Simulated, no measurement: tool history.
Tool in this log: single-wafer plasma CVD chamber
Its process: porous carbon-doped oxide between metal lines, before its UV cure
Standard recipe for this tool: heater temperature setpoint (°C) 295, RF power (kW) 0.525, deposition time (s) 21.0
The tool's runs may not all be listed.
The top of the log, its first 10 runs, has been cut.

| run | hour | heater temperature setpoint (°C) | RF power (kW) | deposition time (s) | wafers since the last listed run | hours since the last thermocouple change | hours since the last RF generator calibration | hours since the showerhead was replaced | hours since the gauge calibration | read-back reference wafer on the same gauge, thickness_nm | mean film thickness on the monitor wafer (angstrom) |
|---|---|---|---|---|---|---|---|---|---|---|---|
| 11 | 627.4 | 309 | 0.560 | 23.9 | 1759 | 539.8 | 1635.4 | 6815.0 | 433.0 | 138.070 | 1390.82 |
| 12 | 719.6 | 295 | 0.455 | 21.0 | 2667 | 632.0 | 1727.6 | 6907.2 | 525.2 | 138.243 | 1153.94 |
| 13 | 790.4 | 295 | 0.525 | 21.0 | 2048 | 702.8 | 1798.4 | 6978.0 | 596.0 | 138.017 | 1269.90 |
| 14 | 890.4 | 301 | 0.630 | 23.8 | 2893 | 802.8 | 1898.4 | 7078.0 | 696.0 | 137.986 | 1545.99 |
|  | 990.3 | RF generator calibrated |
| 15 | 993.6 | 305 | 0.605 | 23.9 | 2754 | 906.0 | 3.3 | 7181.2 | 799.2 | 138.165 | 1484.18 |
| 16 | 1086.2 | 288 | 0.490 | 21.0 | 2679 | 998.6 | 95.9 | 7273.8 | 891.8 | 138.165 | 1255.91 |
| 17 | 1125.0 | 309 | 0.575 | 18.7 | 1122 | 1037.4 | 134.7 | 7312.6 | 930.6 | 137.909 | 1108.46 |
| 18 | 1218.2 | 295 | 0.525 | 21.0 | 2696 | 1130.6 | 227.9 | 7405.8 | 1023.8 | 138.001 | 1259.15 |
|  | 1230.6 | showerhead replaced |
| 19 | 1263.1 | 295 | 0.595 | 24.7 | 1067 | 1175.5 | 272.8 | 32.5 | 1068.7 | 137.979 | 1590.06 |
| 20 | 1522.4 | 299 | 0.465 | 22.3 | 7503 | 1434.8 | 532.1 | 291.8 | 1328.0 | 138.075 | 1206.64 |
|  | 1647.5 | thermocouple changed; heater temperature recalibrated |
| 21 | 1804.9 | 300 | 0.525 | 25.0 | 7942 | 157.4 | 814.6 | 574.3 | 1610.5 | 138.111 | 1485.84 |
| 22 | 1899.2 | 295 | 0.525 | 19.2 | 2728 | 251.7 | 908.9 | 668.6 | 1704.8 | 138.009 | 1171.76 |
| 23 | 1962.2 | 286 | 0.440 | 23.7 | 1822 | 314.7 | 971.9 | 731.6 | 1767.8 | 137.919 | 1353.03 |
| 24 | 2028.7 | 295 | 0.525 | 21.0 | 1924 | 381.2 | 1038.4 | 798.1 | 1834.3 | 137.911 | 1271.91 |
| 25 | 2104.8 | 304 | 0.425 | 24.7 | 2202 | 457.3 | 1114.5 | 874.2 | 1910.4 | 137.976 | 1235.35 |
| 26 | 2178.8 | 301 | 0.470 | 19.5 | 2141 | 531.3 | 1188.5 | 948.2 | 1984.4 | 138.034 | 1084.69 |
| 27 | 2373.1 | 304 | 0.565 | 23.1 | 5622 | 725.6 | 1382.8 | 1142.5 | 2178.7 | 137.665 | 1396.18 |
|  | 2399.2 | gauge calibrated |
| 28 | 2475.7 | 309 | 0.525 | 21.0 | 2968 | 828.2 | 1485.4 | 1245.1 | 76.5 | 137.866 | 1184.29 |
| 29 | 2555.4 | 290 | 0.495 | 24.8 | 2306 | 907.9 | 1565.1 | 1324.8 | 156.2 | 137.810 | 1466.79 |
| 30 | 2656.1 | 295 | 0.490 | 19.2 | 2913 | 1008.6 | 1665.8 | 1425.5 | 256.9 | 137.959 | 1109.01 |
| 31 | 2712.4 | 295 | 0.525 | 21.0 | 1629 | 1064.9 | 1722.1 | 1481.8 | 313.2 | 137.817 | 1260.66 |
| 32 | 2800.7 | 295 | 0.525 | 23.3 | 2555 | 1153.2 | 1810.4 | 1570.1 | 401.5 | 138.001 | 1384.97 |
| 33 | 2895.3 | 295 | 0.525 | 21.0 | 2737 | 1247.8 | 1905.0 | 1664.7 | 496.1 | 138.017 | 1262.83 |

Here are 5 independent what-if runs from the current tool condition. What would each one return?
| A | 2895.7 | 295 | 0.420 | 21.0 | 11 | 1248.2 | 1905.4 | 1665.1 | 496.5 | ? | ? |
| B | 2895.7 | 295 | 0.450 | 24.6 | 11 | 1248.2 | 1905.4 | 1665.1 | 496.5 | ? | ? |
| C | 2895.7 | 303 | 0.525 | 21.0 | 11 | 1248.2 | 1905.4 | 1665.1 | 496.5 | ? | ? |
| D | 2895.7 | 291 | 0.590 | 25.0 | 11 | 1248.2 | 1905.4 | 1665.1 | 496.5 | ? | ? |
| E | 2895.7 | 295 | 0.585 | 21.0 | 11 | 1248.2 | 1905.4 | 1665.1 | 496.5 | ? | ? |

| run | read-back reference wafer on the same gauge, thickness_nm | mean film thickness on the monitor wafer (angstrom) |
|---|---|---|
| A | 137.788 | 1084.64 |
| B | 137.788 | 1328.30 |
| C | 137.788 | 1207.43 |
| D | 137.788 | 1631.41 |
| E | 137.788 | 1343.41 |
Take away the tool's hidden state, keep each run's random variation, and the runs would have read:
| run | mean film thickness on the monitor wafer (angstrom) |
|---|---|
| A | 1106.68 |
| B | 1355.30 |
| C | 1230.81 |
| D | 1664.99 |
| E | 1370.72 |
